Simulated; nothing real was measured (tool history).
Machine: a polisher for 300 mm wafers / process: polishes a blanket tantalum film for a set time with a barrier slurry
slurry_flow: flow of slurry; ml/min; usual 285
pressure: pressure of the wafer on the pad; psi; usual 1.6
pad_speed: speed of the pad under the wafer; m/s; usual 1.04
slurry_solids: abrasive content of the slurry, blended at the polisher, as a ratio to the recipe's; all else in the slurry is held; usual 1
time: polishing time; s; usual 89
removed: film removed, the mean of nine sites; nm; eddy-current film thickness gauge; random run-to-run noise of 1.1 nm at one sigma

run   hour  slurry_flow  pressure  pad_speed  slurry_solids  time  wafers since the last listed run  wafers polished on this pad  hours since the slurry nozzle was cleaned  hours since the head pressure was calibrated  hours since the slurry blender was calibrated  incoming thickness of the incoming film, nm  removed
  1      0          240       1.6       1.04              1    89                                 0                          503                                       56.1                                         736.4                                          101.7                                        416.8    124.6
      20.2  -- slurry blender recalibrated
  2   33.1          240       1.6       1.04              1    89                               318                          821                                       89.2                                         769.5                                           12.9                                        421.6    123.9
      67.8  -- worn pad replaced by a new one
  3   68.3          240       1.6       1.04              1    89                               319                            5                                      124.4                                         804.7                                           48.1                                        424.4    126.3
  4  125.8          285       1.6       1.04              1    89                               588                          593                                      181.9                                         862.2                                          105.6                                        412.6    129.3
     160.8  -- slurry blender recalibrated
     186.9  -- worn pad replaced by a new one
  5  188.4          285       1.6       1.04              1    89                               578                           15                                      244.5                                         924.8                                           27.6                                        421.4    129.8
  6  257.1          285       1.6       1.04              1    89                               702                          718                                      313.2                                         993.5                                           96.3                                          426    129.6
     298.1  -- slurry blender recalibrated
     308.7  -- worn pad replaced by a new one
  7    313          285       1.6       1.04              1    89                               510                           43                                      369.1                                        1049.4                                           14.9                                        425.2    130.8
  8  383.3          285       1.6       1.04              1    89                               718                          762                                      439.4                                        1119.7                                           85.2                                        420.7    135.6
     395.8  -- head pressure recalibrated
     429.7  -- slurry nozzle cleaned
  9  430.2          285       1.4       1.04            1.2    70                               448                         1211                                        0.5                                          34.4                                          132.1                                        423.5     89.7
     440.1  -- slurry blender recalibrated
     444.2  -- worn pad replaced by a new one
 10  456.6          380       1.6       1.04            0.7    89                               208                          127                                       26.9                                          60.8                                           16.5                                        426.6    114.8
 11  499.1          375       1.6       1.04           1.15   103                               434                          561                                       69.4                                         103.3                                             59                                        424.5    149.7
 12  533.1          285       1.2       0.88           0.85   110                               347                          909                                      103.4                                         137.3                                             93                                        413.9     98.3
     579.5  -- slurry blender recalibrated
 13    580          285       1.6       1.04              1    81                               459                         1368                                      150.3                                         184.2                                            0.5                                        428.7    112.7
     587.1  -- worn pad replaced by a new one
 14  638.2          240       1.6       1.04              1    89                               554                          522                                      208.5                                         242.4                                           58.7                                        415.2    121.5
 15    675          285       1.9        0.9              1    89                               376                          898                                      245.3                                         279.2                                           95.5                                        420.3    121.1

Branching from run 15: 3 alternative next runs. What would each branch give?
  A  675.5          285       1.6       1.04              1   105                                 5                          904                                      245.8                                         279.7                                             96                                        423.4        ?
  B  675.5          310       1.6       1.04              1    89                                 5                          904                                      245.8                                         279.7                                             96                                        423.4        ?
  C  675.5          225         1       1.32              1    64                                 5                          904                                      245.8                                         279.7                                             96                                        423.4        ?

run  removed
  A    145.6
  B    124.4
  C     77.4
Stripped of hidden state, with their random variation kept, the same runs would have yielded:
run  removed
  A    143.8
  B    122.9
  C     76.4
